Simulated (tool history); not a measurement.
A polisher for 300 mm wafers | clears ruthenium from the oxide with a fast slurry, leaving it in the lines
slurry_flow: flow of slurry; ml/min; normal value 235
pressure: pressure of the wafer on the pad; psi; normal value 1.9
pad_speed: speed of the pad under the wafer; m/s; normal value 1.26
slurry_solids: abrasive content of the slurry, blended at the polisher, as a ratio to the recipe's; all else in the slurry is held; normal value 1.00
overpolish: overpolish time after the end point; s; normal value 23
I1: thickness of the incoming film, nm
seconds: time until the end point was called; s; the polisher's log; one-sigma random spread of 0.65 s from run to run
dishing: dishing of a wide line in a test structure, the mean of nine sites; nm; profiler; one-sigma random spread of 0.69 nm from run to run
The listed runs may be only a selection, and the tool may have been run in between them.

run 1 hour=0.0 | slurry_flow=235 pressure=1.9 pad_speed=1.26 slurry_solids=1.00 overpolish=23 | I1=175.8 | seconds=54.3 dishing=44.5
run 2 hour=44.0 | slurry_flow=235 pressure=1.9 pad_speed=1.26 slurry_solids=1.00 overpolish=23 | I1=180.1 | seconds=53.2 dishing=45.2
run 3 hour=130.6 | slurry_flow=235 pressure=1.9 pad_speed=1.26 slurry_solids=1.00 overpolish=23 | I1=179.3 | seconds=55.8 dishing=44.3
-- hour=140.6 worn pad replaced by a new one
run 4 hour=188.2 | slurry_flow=235 pressure=1.9 pad_speed=1.26 slurry_solids=1.00 overpolish=23 | I1=182.4 | seconds=57.2 dishing=44.5
run 5 hour=283.9 | slurry_flow=205 pressure=1.9 pad_speed=1.26 slurry_solids=1.00 overpolish=23 | I1=178.8 | seconds=56.4 dishing=42.4
run 6 hour=369.5 | slurry_flow=205 pressure=1.9 pad_speed=1.26 slurry_solids=1.00 overpolish=23 | I1=179.6 | seconds=57.0 dishing=43.4
-- hour=382.4 slurry blender recalibrated
run 7 hour=459.7 | slurry_flow=205 pressure=1.9 pad_speed=1.26 slurry_solids=1.00 overpolish=23 | I1=180.3 | seconds=53.9 dishing=45.4
run 8 hour=537.0 | slurry_flow=235 pressure=1.9 pad_speed=1.26 slurry_solids=1.00 overpolish=23 | I1=180.3 | seconds=54.5 dishing=45.8
run 9 hour=598.7 | slurry_flow=235 pressure=1.9 pad_speed=1.26 slurry_solids=1.00 overpolish=23 | I1=177.0 | seconds=52.3 dishing=44.7
run 10 hour=675.6 | slurry_flow=235 pressure=1.9 pad_speed=1.60 slurry_solids=1.00 overpolish=23 | I1=179.6 | seconds=43.5 dishing=51.0
-- hour=753.4 slurry nozzle cleaned
-- hour=759.1 worn pad replaced by a new one
run 11 hour=774.2 | slurry_flow=235 pressure=1.9 pad_speed=1.26 slurry_solids=1.10 overpolish=23 | I1=180.3 | seconds=55.0 dishing=45.0
-- hour=782.1 head pressure recalibrated
run 12 hour=838.3 | slurry_flow=235 pressure=1.9 pad_speed=1.26 slurry_solids=1.00 overpolish=23 | I1=180.4 | seconds=56.2 dishing=42.7
run 13 hour=928.5 | slurry_flow=235 pressure=1.9 pad_speed=1.26 slurry_solids=1.00 overpolish=23 | I1=178.7 | seconds=55.9 dishing=44.0
-- hour=953.7 slurry blender recalibrated
run 14 hour=1006.9 | slurry_flow=235 pressure=1.9 pad_speed=1.02 slurry_solids=1.00 overpolish=23 | I1=180.5 | seconds=63.6 dishing=41.9
run 15 hour=1321.4 | slurry_flow=235 pressure=2.1 pad_speed=1.26 slurry_solids=0.80 overpolish=14 | I1=176.7 | seconds=52.0 dishing=32.4
-- hour=1345.1 worn pad replaced by a new one
run 16 hour=1381.9 | slurry_flow=285 pressure=2.3 pad_speed=1.26 slurry_solids=1.20 overpolish=10 | I1=178.2 | seconds=43.0 dishing=29.7
run 17 hour=1421.7 | slurry_flow=235 pressure=1.9 pad_speed=1.26 slurry_solids=1.00 overpolish=23 | I1=180.0 | seconds=55.3 dishing=44.5
-- hour=1466.0 slurry nozzle cleaned
run 18 hour=1491.2 | slurry_flow=235 pressure=1.9 pad_speed=1.26 slurry_solids=0.85 overpolish=23 | I1=179.8 | seconds=58.6 dishing=42.2
run 19 hour=1551.0 | slurry_flow=235 pressure=1.9 pad_speed=1.26 slurry_solids=0.85 overpolish=30 | I1=181.6 | seconds=58.5 dishing=51.2
-- hour=1596.7 slurry blender recalibrated
run 20 hour=1626.2 | slurry_flow=235 pressure=1.9 pad_speed=1.26 slurry_solids=0.90 overpolish=23 | I1=179.3 | seconds=52.7 dishing=45.8
-- hour=1673.9 head pressure recalibrated
run 21 hour=1701.0 | slurry_flow=235 pressure=1.9 pad_speed=1.26 slurry_solids=1.25 overpolish=23 | I1=180.4 | seconds=50.4 dishing=47.4
run 22 hour=1784.1 | slurry_flow=235 pressure=1.9 pad_speed=1.26 slurry_solids=1.00 overpolish=23 | I1=179.1 | seconds=53.8 dishing=45.2
-- hour=1916.0 worn pad replaced by a new one
run 23 hour=2043.5 | slurry_flow=235 pressure=1.5 pad_speed=1.26 slurry_solids=1.00 overpolish=33 | I1=181.6 | seconds=69.4 dishing=47.7

Run 24 has not been measured yet. What should we expect?
-- hour=2196.3 slurry nozzle cleaned
-- hour=2210.0 slurry blender recalibrated
run 24 hour=2247.8 | slurry_flow=210 pressure=1.9 pad_speed=1.26 slurry_solids=1.00 overpolish=23 | I1=181.1 | seconds=? dishing=?

seconds: 52.7 s
dishing: 44.7 nm
Take away the tool's hidden state, keep the run-to-run variation as it was, and the same run would have given seconds 51.4 s, dishing 45.4 nm.
